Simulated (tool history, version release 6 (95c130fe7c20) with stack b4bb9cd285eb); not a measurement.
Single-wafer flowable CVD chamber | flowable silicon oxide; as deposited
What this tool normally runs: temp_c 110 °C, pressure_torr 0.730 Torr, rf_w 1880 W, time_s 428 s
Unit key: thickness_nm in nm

run	hour	temp_c	pressure_torr	rf_w	time_s	wafers since the last listed run	hours since the last thermocouple change	hours since the last RF generator calibration	hours since the last manometer calibration	hours since the showerhead was replaced	hours since the gauge calibration	read-back reference wafer on the same gauge, thickness_nm	thickness_nm
1	0.0	110	0.730	1880	428	0	2187.5	1461.1	1840.4	6247.6	65.8	180.009	154.041
2	14.1	110	0.730	1880	360	44	2201.6	1475.2	1854.5	6261.7	79.9	180.138	130.349
3	21.6	110	0.730	1880	428	23	2209.1	1482.7	1862.0	6269.2	87.4	180.034	154.604
4	40.2	110	0.730	1880	428	58	2227.7	1501.3	1880.6	6287.8	106.0	180.152	153.853
5	57.5	110	0.730	1880	428	54	2245.0	1518.6	1897.9	6305.1	123.3	179.770	155.317
6	64.3	110	0.730	1880	428	21	2251.8	1525.4	1904.7	6311.9	130.1	179.933	154.391
7	73.9	110	0.730	1880	428	29	2261.4	1535.0	1914.3	6321.5	139.7	180.053	152.164
8	80.7	110	0.730	1880	428	21	2268.2	1541.8	1921.1	6328.3	146.5	180.119	153.681
9	90.3	110	0.730	1880	428	29	2277.8	1551.4	1930.7	6337.9	156.1	179.999	153.469
10	106.5	110	0.730	1880	428	50	2294.0	1567.6	1946.9	6354.1	172.3	180.028	154.970
11	112.9	110	0.730	1880	428	19	2300.4	1574.0	1953.3	6360.5	178.7	179.946	154.893
12	128.3	110	0.730	1880	428	48	2315.8	1589.4	1968.7	6375.9	194.1	179.960	152.701
13	145.8	110	0.877	1880	379	54	2333.3	1606.9	1986.2	6393.4	211.6	179.825	164.194
14	161.1	106	0.730	1880	428	47	2348.6	1622.2	2001.5	6408.7	226.9	180.102	177.903
# hour 175.0: showerhead replaced
15	175.5	110	0.730	1880	428	19	2363.0	1636.6	2015.9	0.5	241.3	179.902	153.812
16	186.2	110	0.730	2155	363	33	2373.7	1647.3	2026.6	11.2	252.0	180.041	132.215
17	192.4	103	0.586	1880	369	19	2379.9	1653.5	2032.8	17.4	258.2	180.359	135.658
18	205.5	96	0.730	1880	428	40	2393.0	1666.6	2045.9	30.5	271.3	179.945	249.830
19	213.2	106	0.853	2045	380	24	2400.7	1674.3	2053.6	38.2	279.0	180.000	185.947
20	222.0	110	0.730	1880	406	27	2409.5	1683.1	2062.4	47.0	287.8	180.019	143.919
21	236.0	110	0.730	2095	452	43	2423.5	1697.1	2076.4	61.0	301.8	180.013	163.977
# hour 250.9: gauge calibrated
22	253.6	103	0.730	1880	428	54	2441.1	1714.7	2094.0	78.6	2.7	179.934	194.307
# hour 273.5: thermocouple changed; heater temperature recalibrated
23	303.1	110	0.730	1880	428	129	29.6	1764.2	2143.5	128.1	52.2	180.358	151.287
# hour 337.8: RF generator calibrated
# hour 346.0: capacitance manometer re-zeroed and calibrated
24	346.5	110	0.550	1880	485	85	73.0	8.7	0.5	171.5	95.6	179.695	143.598
25	346.9	110	0.730	1880	428	1	73.4	9.1	0.9	171.9	96.0	180.020	165.252
26	396.3	118	0.730	1725	348	154	122.8	58.5	50.3	221.3	145.4	180.094	101.100
27	441.1	104	0.870	2055	458	139	167.6	103.3	95.1	266.1	190.2	180.380	265.254
28	449.0	117	0.651	2050	486	24	175.5	111.2	103.0	274.0	198.1	180.002	134.541

For some of the steps in thickness_nm from one run to the next: how much would appear even if the tool had no hidden state, given the settings, what came in and random variation, and how much remains for the hidden state plus any gauge scatter that the measured result and the result without hidden state don't share?
Hidden state present: wafer temperature above the value expected at the setpoint (K); delivered RF power above the setpoint (%); true pressure above the setpoint (%); gauge reads high (%).
Run 17 -> 18: temp_c 103 -> 96, pressure_torr 0.586 -> 0.730, time_s 369 -> 428. thickness_nm +114.172 nm: hidden state -8.202, all else +122.374.
Run 23 -> 24: pressure_torr 0.730 -> 0.550, time_s 428 -> 485, RF generator calibrated, capacitance manometer re-zeroed and calibrated. thickness_nm -7.689 nm: hidden state +14.376, all else -22.065.
Run 26 -> 27: temp_c 118 -> 104, pressure_torr 0.730 -> 0.870, rf_w 1725 -> 2055, time_s 348 -> 458. thickness_nm +164.154 nm: hidden state +2.098, all else +162.056.
Run 27 -> 28: temp_c 104 -> 117, pressure_torr 0.870 -> 0.651, rf_w 2055 -> 2050, time_s 458 -> 486. thickness_nm -130.713 nm: hidden state -1.600, all else -129.113.
